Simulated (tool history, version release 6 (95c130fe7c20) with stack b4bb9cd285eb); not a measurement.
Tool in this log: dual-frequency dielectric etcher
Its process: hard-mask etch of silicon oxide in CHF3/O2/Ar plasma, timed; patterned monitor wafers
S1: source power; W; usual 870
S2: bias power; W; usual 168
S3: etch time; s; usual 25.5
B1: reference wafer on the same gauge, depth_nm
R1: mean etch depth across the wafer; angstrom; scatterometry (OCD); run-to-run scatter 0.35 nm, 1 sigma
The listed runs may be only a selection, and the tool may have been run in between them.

run     day    S1   S2    S3    B1   R1
  1       0   870  168  25.5    48  513
  2   0.708   970  168  25.5    48  536
  3   1.504   870  183  25.5  48.1  533
      2.517  -- wet clean of the chamber
  4   4.267   870  183  25.5  47.9  526
  5   8.746   870  168    21    48  422
  6   9.542   870  168    21    48  425
  7  10.825   870  168  25.5  48.1  512
  8  11.492   870  168  25.5  47.9  512
     15.367  -- gauge calibrated
  9  15.854   870  168  25.5    48  509
     17.479  -- wet clean of the chamber
 10    17.5   870  168  25.5    48  511
 11  17.525   870  168  25.5    48  514
 12  18.412   870  168  25.5    48  515
 13  19.475   870  168  25.5    48  511
 14  20.512   780  141    29    48  524
 15  21.442  1050  168  25.5    48  544
 16  22.658   740  168    32    48  605
     22.988  -- bias power generator calibrated
     24.317  -- upper electrode replaced
 17  24.338   870  168  25.5  48.1  516
 18  25.096   870  186  18.5    48  387
 19  26.288   870  133  22.5  48.1  416
     27.979  -- source power generator calibrated
 20  28.833   870  168  23.5    48  471
     30.675  -- wet clean of the chamber
 21  30.696   970  129  27.5    48  521
 22  31.538   870  205  25.5    48  548
 23  32.279  1050  203  25.5    48  579
 24  32.896   870  168  25.5    48  513
 25  34.238   870  141    30    48  572
 26  35.646   660  187    33    48  628
 27  36.246   870  168  25.5    48  516

Branching from run 27: 5 alternative next runs. What would each branch give?
  A  36.262  870  168  25.5   ?   ?
  B  36.262  650  208    18   ?   ?
  C  36.262  760  144  22.5   ?   ?
  D  36.262  740  168    21   ?   ?
  E  36.262  710  146  23.5   ?   ?

run    B1   R1
  A  48.1  513
  B  48.1  356
  C  48.1  410
  D  48.1  400
  E  48.1  420
With no hidden state in the tool, these same runs would have given:
run   R1
  A  513
  B  356
  C  410
  D  400
  E  420

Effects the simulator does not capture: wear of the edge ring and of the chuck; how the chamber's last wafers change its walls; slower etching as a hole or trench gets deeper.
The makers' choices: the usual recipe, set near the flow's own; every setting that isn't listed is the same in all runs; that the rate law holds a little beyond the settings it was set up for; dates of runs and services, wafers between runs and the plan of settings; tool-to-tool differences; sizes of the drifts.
